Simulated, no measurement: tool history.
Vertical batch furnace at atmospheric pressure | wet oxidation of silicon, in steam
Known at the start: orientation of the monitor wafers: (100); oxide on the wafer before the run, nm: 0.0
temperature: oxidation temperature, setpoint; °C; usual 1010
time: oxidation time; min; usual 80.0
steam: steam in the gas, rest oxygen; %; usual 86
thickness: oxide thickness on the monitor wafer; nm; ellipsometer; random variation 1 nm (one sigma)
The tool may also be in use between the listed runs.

run	hour	temperature	time	steam	read-back reference wafer on the same gauge, thickness	thickness
1	0.0	1029	80.0	86	452.90	545.86
2	51.9	992	80.0	86	453.03	427.67
3	90.9	992	80.0	86	452.94	427.54
4	133.1	992	80.0	86	452.96	429.07
5	193.8	1010	80.0	90	452.65	502.24
6	238.1	1010	80.0	90	452.85	500.00
7	303.5	1010	80.0	90	452.73	499.72
8	329.2	1010	70.5	86	453.13	445.41
9	362.4	1010	80.0	80	452.80	461.22
10	410.8	1010	80.0	80	453.23	461.92
11	436.9	1010	80.0	80	452.93	461.96
12	461.3	1010	72.0	86	452.83	452.73
# hour 490.3: steam generator serviced
13	495.0	1010	72.0	86	453.00	441.55
14	519.1	1010	80.0	86	453.11	473.45
15	566.2	1010	62.5	86	452.88	400.21
16	604.9	1002	60.0	89	453.08	374.15
17	673.9	1017	80.0	86	453.23	493.30
# hour 677.7: gauge calibrated
18	740.3	1010	80.0	86	452.91	469.17
19	778.4	1030	58.5	81	453.18	418.70
20	849.8	1021	62.5	93	453.04	450.69
21	919.4	1018	80.0	94	452.79	522.89
# hour 948.0: steam generator serviced, repeated, since the last time left the tool worse
22	973.9	1010	80.0	86	452.88	501.73
23	1028.4	992	57.5	78	452.81	329.20
24	1093.5	1029	80.0	96	453.19	600.23
# hour 1125.0: thermocouples replaced and temperature profile calibrated
25	1161.1	1010	80.0	86	453.02	500.12
26	1211.8	1010	80.0	86	452.93	498.42
27	1241.9	986	65.0	79	452.84	342.58
28	1303.3	1021	93.0	86	453.14	584.67
29	1336.7	987	70.0	92	453.25	404.99
30	1402.0	1028	52.5	90	452.94	435.77
31	1470.1	995	60.0	82	453.29	354.85
32	1523.1	1029	80.0	86	452.94	556.48
33	1551.1	1010	48.5	82	452.98	341.98
34	1601.5	1026	80.0	81	452.76	526.25
# hour 1634.1: gauge calibrated
35	1668.3	1010	96.0	86	452.96	555.63
36	1737.1	995	80.0	89	453.03	455.86
37	1804.4	985	98.5	93	452.65	503.29

Forecast each of these 5 alternatives for the next run:
A	1810.3	1010	80.0	86	?	?
B	1810.3	988	80.0	90	?	?
C	1810.3	1028	50.5	91	?	?
D	1810.3	1034	54.5	86	?	?
E	1810.3	987	107.0	79	?	?

run	read-back reference wafer on the same gauge, thickness	thickness
A	452.95	495.46
B	452.95	438.39
C	452.95	427.30
D	452.95	449.23
E	452.95	485.81
Without the tool's hidden state the same runs would have given:
run	thickness
A	504.38
B	446.72
C	434.96
D	457.15
E	494.90
